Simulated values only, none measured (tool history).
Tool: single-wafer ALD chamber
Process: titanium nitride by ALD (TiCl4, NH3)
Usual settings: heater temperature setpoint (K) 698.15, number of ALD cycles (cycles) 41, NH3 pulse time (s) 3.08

run,hour,heater temperature setpoint (K),number of ALD cycles (cycles),NH3 pulse time (s),"read-back reference wafer on the same gauge, thickness_nm",mean film thickness on the monitor wafer (Å)
1,0,698.15,41,3.08,0.961,8.33
2,46.6,698.15,41,3.08,0.962,8.33
3,122.5,698.15,41,3.08,0.962,8.34
4,251.7,698.15,41,3.08,0.963,8.31
5,352.9,709.15,41,3.08,0.964,8.35
6,428.1,709.15,41,3.08,0.964,8.33
7,506.2,709.15,41,3.08,0.966,8.35
8,597.8,698.15,41,3.08,0.966,8.38
9,680.9,698.15,41,3.08,0.968,8.39
10,746.7,698.15,41,3.08,0.969,8.39
11,820,698.15,41,2.32,0.97,8.41
12,915.6,707.15,41,2.72,0.972,8.38
13,975.7,698.15,41,3.08,0.972,8.43
14,1031.7,689.15,46,3.08,0.96,9.3
15,1074.9,698.15,41,1.98,0.96,8.27
16,1151.6,698.15,41,3.08,0.96,8.31
17,1250,687.15,41,2.23,0.958,8.27
18,1293.6,698.15,36,3.08,0.96,7.28
19,1329.7,698.15,41,4.13,0.959,8.36

Not shown: 3 entries that the log had between the listed runs. Between which runs, and how does the tool's hidden state differ before and after?
Between runs 8 and 9: showerhead replaced (hour 655.1)
  gauge reads high (%): 0.568 -> 0.692
  measured less the result without the state, mean film thickness on the monitor wafer (Å): +0.05 -> +0.06
Between runs 13 and 14: gauge calibrated (hour 1011.3)
  gauge reads high (%): 1.22 -> -0.249
  measured less the result without the state, mean film thickness on the monitor wafer (Å): +0.1 -> -0.03
Between runs 14 and 15: thermocouple changed; heater temperature recalibrated (hour 1048.5)
  gauge reads high (%): -0.249 -> -0.246
  measured less the result without the state, mean film thickness on the monitor wafer (Å): -0.03 -> -0.02
